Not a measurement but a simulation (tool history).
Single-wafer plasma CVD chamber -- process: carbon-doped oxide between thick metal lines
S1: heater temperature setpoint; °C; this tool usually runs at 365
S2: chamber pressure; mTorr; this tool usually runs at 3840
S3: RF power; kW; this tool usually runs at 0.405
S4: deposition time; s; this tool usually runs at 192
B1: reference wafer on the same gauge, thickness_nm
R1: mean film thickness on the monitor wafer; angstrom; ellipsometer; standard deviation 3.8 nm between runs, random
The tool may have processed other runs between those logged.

run	hour	S1	S2	S3	S4	B1	R1
1	0.0	365	3840	0.405	192	877.472	8017.72
# hour 109.8: RF generator calibrated
2	235.2	357	3840	0.405	192	877.195	8207.37
3	301.3	357	3840	0.405	192	876.493	8164.97
# hour 353.1: capacitance manometer re-zeroed and calibrated
4	369.0	376	3840	0.450	192	877.084	8451.36
5	464.0	365	3840	0.405	175	877.370	7394.23
6	554.1	365	3840	0.450	192	876.500	8608.48
7	640.8	358	3300	0.430	179	877.310	7780.10
8	726.0	365	4690	0.405	192	876.406	8336.20
9	792.5	378	3540	0.405	192	876.542	7613.81
# hour 814.4: thermocouple changed; heater temperature recalibrated
10	885.7	373	4160	0.405	222	876.983	9223.09
11	976.1	365	3840	0.405	192	877.514	8003.25
12	1074.1	365	3420	0.405	192	876.435	7843.24
# hour 1082.3: RF generator calibrated
13	1129.6	365	4690	0.405	192	876.392	8367.78
14	1220.5	365	3840	0.445	228	878.000	10156.71
15	1311.7	365	3840	0.405	192	876.942	8030.14
16	1351.2	356	3840	0.450	192	876.539	8734.24
17	1407.0	352	3840	0.405	172	876.814	7428.55
18	1503.2	365	3070	0.455	167	877.389	7294.26
19	1579.9	365	3840	0.445	192	877.565	8466.83

Run 20 is up next; what results do you expect?
20	1652.7	365	4470	0.405	159	?	?

B1: 876.689
R1: 6874.88 angstrom
The same run, on a tool lacking any hidden state, would have yielded R1 7011.44 angstrom.

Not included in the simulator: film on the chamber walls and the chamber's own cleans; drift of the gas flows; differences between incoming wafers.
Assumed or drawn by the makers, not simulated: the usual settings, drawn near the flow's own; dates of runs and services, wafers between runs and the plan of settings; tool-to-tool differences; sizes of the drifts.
